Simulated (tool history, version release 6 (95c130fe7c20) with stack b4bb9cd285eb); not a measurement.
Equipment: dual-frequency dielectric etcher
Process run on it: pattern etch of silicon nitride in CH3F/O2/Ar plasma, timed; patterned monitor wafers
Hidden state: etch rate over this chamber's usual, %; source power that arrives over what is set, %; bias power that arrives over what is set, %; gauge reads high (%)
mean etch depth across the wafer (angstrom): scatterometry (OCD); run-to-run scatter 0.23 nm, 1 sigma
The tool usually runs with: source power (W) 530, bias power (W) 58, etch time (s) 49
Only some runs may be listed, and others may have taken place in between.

run    hour  source power (W)  bias power (W)  etch time (s)  wafers since the last listed run  hours since the last wet clean  hours since the last source power generator calibration  hours since the last bias power generator calibration  hours since the last upper electrode change  hours since the gauge calibration  read-back reference wafer on the same gauge, depth_nm  mean etch depth across the wafer (angstrom)
  1       0               530              58             49                                 0                            13.8                                                   1550.3                                                  929.8                                       4212.9                             1920.5                                                  31.88                                        337.4
  2    92.2               530              58             49                              1593                             106                                                   1642.5                                                   1022                                       4305.1                             2012.7                                                  31.93                                        341.6
  3   157.3               530              58             49                              1125                           171.1                                                   1707.6                                                 1087.1                                       4370.2                             2077.8                                                  31.87                                        337.6
  4   223.4               530              58             49                              1142                           237.2                                                   1773.7                                                 1153.2                                       4436.3                             2143.9                                                  31.94                                        343.8
  5   330.9               530              58             49                              1858                           344.7                                                   1881.2                                                 1260.7                                       4543.8                             2251.4                                                  31.92                                        348.3
  6   382.4               530              58             49                               890                           396.2                                                   1932.7                                                 1312.2                                       4595.3                             2302.9                                                  31.87                                        348.1
  7   421.7               530              58             49                               679                           435.5                                                     1972                                                 1351.5                                       4634.6                             2342.2                                                  31.89                                        351.3
      469.5  -- wet clean of the chamber
  8     470               630              54             49                               420                             0.5                                                   2020.3                                                 1399.8                                       4682.9                             2390.5                                                  31.95                                        349.7
  9   549.4               570              58             49                              1372                            79.9                                                   2099.7                                                 1479.2                                       4762.3                             2469.9                                                  31.89                                        351.9
 10   617.4               640              48             49                              1175                           147.9                                                   2167.7                                                 1547.2                                       4830.3                             2537.9                                                  31.91                                        342.2
      806.3  -- source power generator calibrated
 11   852.9               530              54             55                              4001                           383.4                                                     46.6                                                 1782.7                                       5065.8                             2773.4                                                  31.91                                        378.3
 12   910.8               570              58           56.5                              1000                           441.3                                                    104.5                                                 1840.6                                       5123.7                             2831.3                                                  31.87                                        416.2
 13   963.3               610              62             62                               907                           493.8                                                      157                                                 1893.1                                       5176.2                             2883.8                                                  31.92                                        477.2
     1004.1  -- wet clean of the chamber
       1028  -- gauge calibrated
 14  1036.8               530              58             49                               855                            32.7                                                    230.5                                                 1966.6                                       5249.7                                8.8                                                  31.87                                        338.4
 15  1137.2               530              62             59                              1735                           133.1                                                    330.9                                                   2067                                       5350.1                              109.2                                                  31.86                                        423.1
     1220.8  -- upper electrode replaced
 16  1221.3               580              47             55                              1038                           217.2                                                      415                                                 2151.1                                          0.5                              193.3                                                  31.91                                          377
 17  1268.4               530              58             49                               814                           264.3                                                    462.1                                                 2198.2                                         47.6                              240.4                                                  31.93                                        344.2
 18  1314.2               530              58             49                               791                           310.1                                                    507.9                                                   2244                                         93.4                              286.2                                                  31.88                                        346.6
 19  1413.6               530              58             49                              1718                           409.5                                                    607.3                                                 2343.4                                        192.8                              385.6                                                  31.92                                        352.9
     1461.5  -- bias power generator calibrated
 20    1462               530              51             49                               767                           457.9                                                    655.7                                                    0.5                                        241.2                                434                                                  31.96                                        339.8
 21  1536.8               530              58             49                              1293                           532.7                                                    730.5                                                   75.3                                          316                              508.8                                                  31.89                                        354.8
     1563.7  -- wet clean of the chamber
 22  1590.1               450              58             49                               506                            26.4                                                    783.8                                                  128.6                                        369.3                              562.1                                                  31.88                                        314.1
 23  1695.8               530              65             63                              1827                           132.1                                                    889.5                                                  234.3                                          475                              667.8                                                  31.89                                        462.7
 24  1780.5               480              58           37.5                              1464                           216.8                                                    974.2                                                    319                                        559.7                              752.5                                                  31.92                                        253.4
 25  1862.2               530              50             49                              1412                           298.5                                                   1055.9                                                  400.7                                        641.4                              834.2                                                  31.93                                        330.6
 26  1909.8               600              70             49                               822                           346.1                                                   1103.5                                                  448.3                                          689                              881.8                                                   31.9                                        391.9
 27  1989.9               530              66             49                              1384                           426.2                                                   1183.6                                                  528.4                                        769.1                              961.9                                                   31.9                                        363.9
 28  2052.9               450              48           39.5                              1089                           489.2                                                   1246.6                                                  591.4                                        832.1                             1024.9                                                  31.88                                        250.9
 29  2145.8               610              58             49                              1605                           582.1                                                   1339.5                                                  684.3                                          925                             1117.8                                                  31.92                                          377

What if the next run were any one of these 5? Each begins from the tool's condition after run 29:
  A  2146.2               530              58             49                                 6                           582.5                                                   1339.9                                                  684.7                                        925.4                             1118.2                                                      ?                                            ?
  B  2146.2               440              52             54                                 6                           582.5                                                   1339.9                                                  684.7                                        925.4                             1118.2                                                      ?                                            ?
  C  2146.2               490              58           57.5                                 6                           582.5                                                   1339.9                                                  684.7                                        925.4                             1118.2                                                      ?                                            ?
  D  2146.2               410              58           41.5                                 6                           582.5                                                   1339.9                                                  684.7                                        925.4                             1118.2                                                      ?                                            ?
  E  2146.2               620              51             43                                 6                           582.5                                                   1339.9                                                  684.7                                        925.4                             1118.2                                                      ?                                            ?

run  read-back reference wafer on the same gauge, depth_nm  mean etch depth across the wafer (angstrom)
  A                                                  31.93                                        357.8
  B                                                  31.93                                        352.7
  C                                                  31.93                                        406.8
  D                                                  31.93                                        273.1
  E                                                  31.93                                        321.2
The same runs, with their run-to-run variation unchanged, on a tool lacking any hidden condition would have given:
run  mean etch depth across the wafer (angstrom)
  A                                        337.3
  B                                        332.5
  C                                        383.4
  D                                        257.4
  E                                        302.7
